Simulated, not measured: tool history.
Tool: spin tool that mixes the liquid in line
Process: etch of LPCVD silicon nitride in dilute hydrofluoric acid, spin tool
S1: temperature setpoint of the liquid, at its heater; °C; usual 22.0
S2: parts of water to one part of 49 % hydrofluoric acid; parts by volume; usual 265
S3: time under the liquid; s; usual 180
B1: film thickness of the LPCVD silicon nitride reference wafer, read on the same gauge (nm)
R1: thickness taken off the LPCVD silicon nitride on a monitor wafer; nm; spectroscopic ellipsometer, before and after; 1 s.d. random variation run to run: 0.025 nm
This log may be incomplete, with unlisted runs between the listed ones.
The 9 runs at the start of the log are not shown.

run     day    S1   S2   S3      B1     R1
 10   4.708  22.0  175   95  90.007  0.250
 11   5.154  22.0  295  180  89.989  0.287
 12   5.429  22.0  295  180  89.994  0.319
 13   6.029  21.0  265  180  89.999  0.281
      6.829  -- thermometer replaced
 14   7.429  21.0  265  180  90.004  0.353
 15   7.912  22.0  265  180  90.000  0.281
 16   8.571  22.0  265  240  90.012  0.437
 17   9.283  22.0  200  180  90.004  0.398
 18   9.992  17.5  205  125  89.988  0.201
     10.038  -- gauge calibrated
 19  10.700  25.5  190   80  89.997  0.218
     10.971  -- hydrofluoric acid flow meter replaced
 20  11.017  17.5  265  245  89.996  0.383
 21  11.767  18.0  165  180  89.986  0.411
 22  12.300  17.0  360  180  90.008  0.164
 23  12.946  22.0  265   80  90.000  0.146
 24  13.558  22.0  265  240  89.990  0.433
 25  13.888  20.0  385  180  90.007  0.198
 26  14.383  22.0  160  180  90.007  0.500
 27  15.283  22.0  265  180  90.012  0.327
 28  15.667  23.5  265  180  89.981  0.344
 29  16.333  22.0  265  150  90.020  0.278
 30  17.067  22.0  150  180  90.019  0.630

Each row is a separate what-if for the run after 30, all from the same tool condition, not one after another. Results?
  A  17.088  22.0  370  180   ?   ?
  B  17.088  22.0  265  125   ?   ?
  C  17.088  19.5  210  180   ?   ?

run      B1     R1
  A  90.008  0.227
  B  90.008  0.219
  C  90.008  0.336
What these runs would have given with no unlogged condition in the tool:
run     R1
  A  0.227
  B  0.219
  C  0.336

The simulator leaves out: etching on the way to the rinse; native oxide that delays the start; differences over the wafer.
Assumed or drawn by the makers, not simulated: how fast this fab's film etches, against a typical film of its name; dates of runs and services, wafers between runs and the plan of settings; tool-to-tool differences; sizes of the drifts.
